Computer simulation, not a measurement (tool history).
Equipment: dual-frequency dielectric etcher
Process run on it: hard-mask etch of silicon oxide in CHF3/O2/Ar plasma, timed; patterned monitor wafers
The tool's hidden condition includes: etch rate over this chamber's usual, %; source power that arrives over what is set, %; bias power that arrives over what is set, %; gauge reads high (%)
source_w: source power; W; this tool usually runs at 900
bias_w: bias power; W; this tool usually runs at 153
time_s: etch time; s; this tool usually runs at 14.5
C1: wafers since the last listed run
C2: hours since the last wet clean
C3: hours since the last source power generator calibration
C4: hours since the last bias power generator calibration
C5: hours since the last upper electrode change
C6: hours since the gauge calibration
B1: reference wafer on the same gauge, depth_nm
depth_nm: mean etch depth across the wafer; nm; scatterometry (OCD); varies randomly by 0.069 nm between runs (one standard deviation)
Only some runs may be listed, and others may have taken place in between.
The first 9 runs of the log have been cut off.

-- hour=262.8 source power generator calibrated
run 10 hour=270.2 | source_w=900 bias_w=122 time_s=12.5 | C1=156 C2=324.5 C3=7.4 C4=29.5 C5=111.5 C6=1328.6 | B1=29.29 | depth_nm=23.55
run 11 hour=299 | source_w=810 bias_w=190 time_s=11 | C1=413 C2=353.3 C3=36.2 C4=58.3 C5=140.3 C6=1357.4 | B1=29.32 | depth_nm=23.21
-- hour=332.3 wet clean of the chamber
run 12 hour=332.8 | source_w=900 bias_w=123 time_s=10 | C1=140 C2=0.5 C3=70 C4=92.1 C5=174.1 C6=1391.2 | B1=29.29 | depth_nm=18.28
run 13 hour=352.4 | source_w=820 bias_w=174 time_s=11 | C1=281 C2=20.1 C3=89.6 C4=111.7 C5=193.7 C6=1410.8 | B1=29.3 | depth_nm=21.99
run 14 hour=380.5 | source_w=900 bias_w=153 time_s=12 | C1=403 C2=48.2 C3=117.7 C4=139.8 C5=221.8 C6=1438.9 | B1=29.29 | depth_nm=23.93
run 15 hour=399 | source_w=900 bias_w=153 time_s=14.5 | C1=265 C2=66.7 C3=136.2 C4=158.3 C5=240.3 C6=1457.4 | B1=29.3 | depth_nm=29
run 16 hour=433.1 | source_w=900 bias_w=153 time_s=14.5 | C1=489 C2=100.8 C3=170.3 C4=192.4 C5=274.4 C6=1491.5 | B1=29.3 | depth_nm=29.06
run 17 hour=465.1 | source_w=900 bias_w=153 time_s=14.5 | C1=459 C2=132.8 C3=202.3 C4=224.4 C5=306.4 C6=1523.5 | B1=29.29 | depth_nm=29.13
-- hour=467.5 gauge calibrated
run 18 hour=496.4 | source_w=1120 bias_w=153 time_s=14.5 | C1=449 C2=164.1 C3=233.6 C4=255.7 C5=337.7 C6=28.9 | B1=29.3 | depth_nm=31.83
run 19 hour=518 | source_w=1090 bias_w=137 time_s=18.5 | C1=310 C2=185.7 C3=255.2 C4=277.3 C5=359.3 C6=50.5 | B1=29.29 | depth_nm=38.59
run 20 hour=553.3 | source_w=900 bias_w=153 time_s=14.5 | C1=506 C2=221 C3=290.5 C4=312.6 C5=394.6 C6=85.8 | B1=29.3 | depth_nm=29.21
run 21 hour=571.4 | source_w=900 bias_w=153 time_s=14.5 | C1=259 C2=239.1 C3=308.6 C4=330.7 C5=412.7 C6=103.9 | B1=29.31 | depth_nm=29.33
run 22 hour=606.7 | source_w=820 bias_w=153 time_s=15.5 | C1=506 C2=274.4 C3=343.9 C4=366 C5=448 C6=139.2 | B1=29.31 | depth_nm=30.2
run 23 hour=636.6 | source_w=970 bias_w=136 time_s=11.5 | C1=429 C2=304.3 C3=373.8 C4=395.9 C5=477.9 C6=169.1 | B1=29.3 | depth_nm=22.99
run 24 hour=657.4 | source_w=900 bias_w=153 time_s=11.5 | C1=298 C2=325.1 C3=394.6 C4=416.7 C5=498.7 C6=189.9 | B1=29.29 | depth_nm=23.25
-- hour=714.6 wet clean of the chamber
run 25 hour=715.1 | source_w=970 bias_w=136 time_s=11.5 | C1=483 C2=0.5 C3=452.3 C4=474.4 C5=556.4 C6=247.6 | B1=29.29 | depth_nm=22.45
run 26 hour=725.4 | source_w=1040 bias_w=127 time_s=11.5 | C1=147 C2=10.8 C3=462.6 C4=484.7 C5=566.7 C6=257.9 | B1=29.29 | depth_nm=22.69
run 27 hour=739.1 | source_w=840 bias_w=138 time_s=12 | C1=196 C2=24.5 C3=476.3 C4=498.4 C5=580.4 C6=271.6 | B1=29.29 | depth_nm=22.23
run 28 hour=757 | source_w=710 bias_w=153 time_s=11.5 | C1=257 C2=42.4 C3=494.2 C4=516.3 C5=598.3 C6=289.5 | B1=29.3 | depth_nm=20.84
run 29 hour=790.9 | source_w=900 bias_w=153 time_s=16.5 | C1=486 C2=76.3 C3=528.1 C4=550.2 C5=632.2 C6=323.4 | B1=29.31 | depth_nm=32.89
run 30 hour=819.9 | source_w=900 bias_w=153 time_s=14.5 | C1=416 C2=105.3 C3=557.1 C4=579.2 C5=661.2 C6=352.4 | B1=29.29 | depth_nm=29.03
run 31 hour=851 | source_w=800 bias_w=185 time_s=18.5 | C1=446 C2=136.4 C3=588.2 C4=610.3 C5=692.3 C6=383.5 | B1=29.31 | depth_nm=37.99

Branching from run 31: 3 alternative next runs. What would each branch give?
run A hour=851.4 | source_w=900 bias_w=181 time_s=14.5 | C1=5 C2=136.8 C3=588.6 C4=610.7 C5=692.7 C6=383.9 | B1=? | depth_nm=?
run B hour=851.4 | source_w=1080 bias_w=183 time_s=16.5 | C1=5 C2=136.8 C3=588.6 C4=610.7 C5=692.7 C6=383.9 | B1=? | depth_nm=?
run C hour=851.4 | source_w=900 bias_w=142 time_s=14.5 | C1=5 C2=136.8 C3=588.6 C4=610.7 C5=692.7 C6=383.9 | B1=? | depth_nm=?

run=A B1=29.3 depth_nm=30.9
run=B B1=29.3 depth_nm=37.93
run=C B1=29.3 depth_nm=28.3
Stripped of hidden state, with their random variation kept, the same runs would have yielded:
run=A depth_nm=30.52
run=B depth_nm=37.46
run=C depth_nm=27.95
